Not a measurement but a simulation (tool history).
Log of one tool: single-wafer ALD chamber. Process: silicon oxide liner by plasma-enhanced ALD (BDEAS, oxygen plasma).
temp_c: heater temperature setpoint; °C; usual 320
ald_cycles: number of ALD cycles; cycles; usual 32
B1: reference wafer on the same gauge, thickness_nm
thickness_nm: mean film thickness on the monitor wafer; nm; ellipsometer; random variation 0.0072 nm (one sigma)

Run 1, day 0: usual settings; B1 3.34. Result: thickness_nm 2.871 nm.
Run 2, day 1.825: usual settings; B1 3.339. Result: thickness_nm 2.868 nm.
Run 3, day 4.796: usual settings; B1 3.34. Result: thickness_nm 2.875 nm.
Run 4, day 7.412: usual settings; B1 3.341. Result: thickness_nm 2.88 nm.
Run 5, day 10.829: usual settings; B1 3.341. Result: thickness_nm 2.872 nm.
Run 6, day 14.679: usual settings; B1 3.341. Result: thickness_nm 2.872 nm.
Run 7, day 16.767: usual settings but temp_c 331 °C; B1 3.34. Result: thickness_nm 2.839 nm.
Run 8, day 19.608: usual settings but temp_c 331 °C; B1 3.341. Result: thickness_nm 2.826 nm.
Run 9, day 21.133: usual settings but temp_c 331 °C; B1 3.341. Result: thickness_nm 2.828 nm.
Run 10, day 23.375: usual settings; B1 3.339. Result: thickness_nm 2.87 nm.
Run 11, day 27.204: usual settings; B1 3.338. Result: thickness_nm 2.862 nm.
At day 29.583: thermocouple changed; heater temperature recalibrated.
Run 12, day 31.196: usual settings; B1 3.339. Result: thickness_nm 2.879 nm.
Run 13, day 37.288: usual settings; B1 3.341. Result: thickness_nm 2.863 nm.
Run 14, day 40.158: usual settings but ald_cycles 35 cycles; B1 3.34. Result: thickness_nm 3.16 nm.
Run 15, day 41.858: usual settings but temp_c 308 °C; B1 3.34. Result: thickness_nm 2.922 nm.
Run 16, day 43.954: usual settings but temp_c 308 °C, ald_cycles 27 cycles; B1 3.338. Result: thickness_nm 2.446 nm.
Run 17, day 47.858: usual settings but temp_c 328 °C, ald_cycles 28 cycles; B1 3.34. Result: thickness_nm 2.479 nm.
Run 18, day 49.658: usual settings but temp_c 315 °C, ald_cycles 36 cycles; B1 3.339. Result: thickness_nm 3.259 nm.
Run 19, day 52.658: usual settings but ald_cycles 28 cycles; B1 3.342. Result: thickness_nm 2.507 nm.
At day 53.862: gauge calibrated.
Run 20, day 56.329: usual settings but ald_cycles 27 cycles; B1 3.34. Result: thickness_nm 2.431 nm.
Run 21, day 60.208: usual settings; B1 3.341. Result: thickness_nm 2.875 nm.
Run 22, day 63.196: usual settings but temp_c 325 °C, ald_cycles 34 cycles; B1 3.341. Result: thickness_nm 3.044 nm.
Run 23, day 67.229: usual settings but temp_c 332 °C, ald_cycles 29 cycles; B1 3.342. Result: thickness_nm 2.573 nm.
Run 24, day 70.396: usual settings but ald_cycles 38 cycles; B1 3.34. Result: thickness_nm 3.407 nm.
Run 25, day 74.142: usual settings but temp_c 325 °C, ald_cycles 27 cycles; B1 3.34. Result: thickness_nm 2.415 nm.
Run 26, day 76.046: usual settings but temp_c 315 °C, ald_cycles 36 cycles; B1 3.34. Result: thickness_nm 3.25 nm.
Run 27, day 79.483: usual settings but temp_c 308 °C, ald_cycles 27 cycles; B1 3.339. Result: thickness_nm 2.459 nm.
Run 28, day 83.308: usual settings but temp_c 330 °C, ald_cycles 35 cycles; B1 3.339. Result: thickness_nm 3.099 nm.

5 ways to go on from here, each from the tool as it stands after run 28. What would each give?
Run A, day 83.325: usual settings but temp_c 305 °C; B1 ?. Result: thickness_nm ?.
Run B, day 83.325: usual settings but temp_c 324 °C; B1 ?. Result: thickness_nm ?.
Run C, day 83.325: usual settings but temp_c 327 °C; B1 ?. Result: thickness_nm ?.
Run D, day 83.325: usual settings but temp_c 327 °C, ald_cycles 26 cycles; B1 ?. Result: thickness_nm ?.
Run E, day 83.325: usual settings but temp_c 309 °C, ald_cycles 27 cycles; B1 ?. Result: thickness_nm ?.

run     B1  thickness_nm
  A  3.339         2.926
  B  3.339         2.857
  C  3.339         2.846
  D  3.339         2.313
  E  3.339         2.457
Without the tool's hidden state the same runs would have given:
run  thickness_nm
  A         2.926
  B         2.857
  C         2.846
  D         2.313
  E         2.457
